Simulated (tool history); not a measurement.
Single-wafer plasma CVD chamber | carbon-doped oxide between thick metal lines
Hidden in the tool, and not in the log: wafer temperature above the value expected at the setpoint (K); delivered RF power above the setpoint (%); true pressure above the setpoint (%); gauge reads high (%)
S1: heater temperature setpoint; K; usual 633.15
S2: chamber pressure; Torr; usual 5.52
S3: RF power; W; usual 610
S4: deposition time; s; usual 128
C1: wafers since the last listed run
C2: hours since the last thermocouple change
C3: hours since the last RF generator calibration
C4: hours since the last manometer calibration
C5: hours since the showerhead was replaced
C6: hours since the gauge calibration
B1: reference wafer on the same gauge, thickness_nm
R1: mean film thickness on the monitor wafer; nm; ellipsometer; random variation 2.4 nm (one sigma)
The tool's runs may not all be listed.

{"run": 1, "hour": 0.0, "S1": 633.15, "S2": 6.59, "S3": 610, "S4": 128, "C1": 0, "C2": 1969.9, "C3": 2514.5, "C4": 1816.5, "C5": 7102.4, "C6": 14.5, "B1": 900.225, "R1": 765.24}
{"run": 2, "hour": 14.3, "S1": 633.15, "S2": 5.52, "S3": 610, "S4": 128, "C1": 98, "C2": 1984.2, "C3": 2528.8, "C4": 1830.8, "C5": 7116.7, "C6": 28.8, "B1": 899.969, "R1": 762.731}
{"run": 3, "hour": 23.9, "S1": 633.15, "S2": 5.52, "S3": 610, "S4": 128, "C1": 66, "C2": 1993.8, "C3": 2538.4, "C4": 1840.4, "C5": 7126.3, "C6": 38.4, "B1": 899.89, "R1": 758.243}
{"run": 4, "hour": 30.2, "S1": 633.15, "S2": 5.52, "S3": 610, "S4": 128, "C1": 43, "C2": 2000.1, "C3": 2544.7, "C4": 1846.7, "C5": 7132.6, "C6": 44.7, "B1": 899.788, "R1": 761.799}
{"run": 5, "hour": 38.4, "S1": 633.15, "S2": 6.5, "S3": 640, "S4": 128, "C1": 56, "C2": 2008.3, "C3": 2552.9, "C4": 1854.9, "C5": 7140.8, "C6": 52.9, "B1": 899.566, "R1": 785.643}
{"run": 6, "hour": 47.0, "S1": 633.15, "S2": 6.5, "S3": 640, "S4": 128, "C1": 59, "C2": 2016.9, "C3": 2561.5, "C4": 1863.5, "C5": 7149.4, "C6": 61.5, "B1": 899.823, "R1": 785.87}
{"run": 7, "hour": 64.2, "S1": 633.15, "S2": 6.5, "S3": 640, "S4": 128, "C1": 118, "C2": 2034.1, "C3": 2578.7, "C4": 1880.7, "C5": 7166.6, "C6": 78.7, "B1": 899.68, "R1": 790.043}
{"run": 8, "hour": 73.0, "S1": 640.15, "S2": 5.52, "S3": 610, "S4": 146, "C1": 60, "C2": 2042.9, "C3": 2587.5, "C4": 1889.5, "C5": 7175.4, "C6": 87.5, "B1": 899.451, "R1": 854.67}
{"run": 9, "hour": 80.0, "S1": 633.15, "S2": 5.52, "S3": 610, "S4": 142, "C1": 48, "C2": 2049.9, "C3": 2594.5, "C4": 1896.5, "C5": 7182.4, "C6": 94.5, "B1": 899.844, "R1": 841.005}
{"hour": 88.7, "done": "showerhead replaced"}
{"hour": 89.5, "done": "RF generator calibrated"}
{"run": 10, "hour": 92.0, "S1": 633.15, "S2": 5.52, "S3": 610, "S4": 121, "C1": 22, "C2": 2061.9, "C3": 2.5, "C4": 1908.5, "C5": 3.3, "C6": 106.5, "B1": 900.51, "R1": 719.8}
{"run": 11, "hour": 99.5, "S1": 633.15, "S2": 5.52, "S3": 610, "S4": 128, "C1": 51, "C2": 2069.4, "C3": 10.0, "C4": 1916.0, "C5": 10.8, "C6": 114.0, "B1": 900.449, "R1": 761.67}
{"run": 12, "hour": 108.5, "S1": 633.15, "S2": 6.5, "S3": 640, "S4": 128, "C1": 62, "C2": 2078.4, "C3": 19.0, "C4": 1925.0, "C5": 19.8, "C6": 123.0, "B1": 899.691, "R1": 788.121}
{"run": 13, "hour": 114.6, "S1": 622.15, "S2": 4.87, "S3": 610, "S4": 140, "C1": 42, "C2": 2084.5, "C3": 25.1, "C4": 1931.1, "C5": 25.9, "C6": 129.1, "B1": 899.65, "R1": 846.713}
{"hour": 125.4, "done": "thermocouple changed; heater temperature recalibrated"}
{"hour": 144.0, "done": "capacitance manometer re-zeroed and calibrated"}
{"hour": 146.0, "done": "gauge calibrated"}
{"run": 14, "hour": 148.9, "S1": 620.15, "S2": 4.68, "S3": 530, "S4": 115, "C1": 126, "C2": 23.5, "C3": 59.4, "C4": 4.9, "C5": 60.2, "C6": 2.9, "B1": 900.306, "R1": 648.074}
{"run": 15, "hour": 166.8, "S1": 633.15, "S2": 5.52, "S3": 670, "S4": 144, "C1": 123, "C2": 41.4, "C3": 77.3, "C4": 22.8, "C5": 78.1, "C6": 20.8, "B1": 900.539, "R1": 903.07}
{"run": 16, "hour": 187.1, "S1": 633.15, "S2": 6.23, "S3": 610, "S4": 128, "C1": 139, "C2": 61.7, "C3": 97.6, "C4": 43.1, "C5": 98.4, "C6": 41.1, "B1": 899.531, "R1": 762.29}

3 ways to go on from here, each from the tool as it stands after run 16. What would each give?
{"run": "A", "hour": 187.5, "S1": 633.15, "S2": 5.52, "S3": 610, "S4": 128, "C1": 2, "C2": 62.1, "C3": 98.0, "C4": 43.5, "C5": 98.8, "C6": 41.5, "B1": "?", "R1": "?"}
{"run": "B", "hour": 187.5, "S1": 621.15, "S2": 6.75, "S3": 510, "S4": 128, "C1": 2, "C2": 62.1, "C3": 98.0, "C4": 43.5, "C5": 98.8, "C6": 41.5, "B1": "?", "R1": "?"}
{"run": "C", "hour": 187.5, "S1": 633.15, "S2": 4.44, "S3": 610, "S4": 128, "C1": 2, "C2": 62.1, "C3": 98.0, "C4": 43.5, "C5": 98.8, "C6": 41.5, "B1": "?", "R1": "?"}

run=A B1=899.858 R1=760.090
run=B B1=899.858 R1=720.596
run=C B1=899.858 R1=745.787
Without the tool's hidden state the same runs would have given:
run=A R1=760.090
run=B R1=720.596
run=C R1=745.787

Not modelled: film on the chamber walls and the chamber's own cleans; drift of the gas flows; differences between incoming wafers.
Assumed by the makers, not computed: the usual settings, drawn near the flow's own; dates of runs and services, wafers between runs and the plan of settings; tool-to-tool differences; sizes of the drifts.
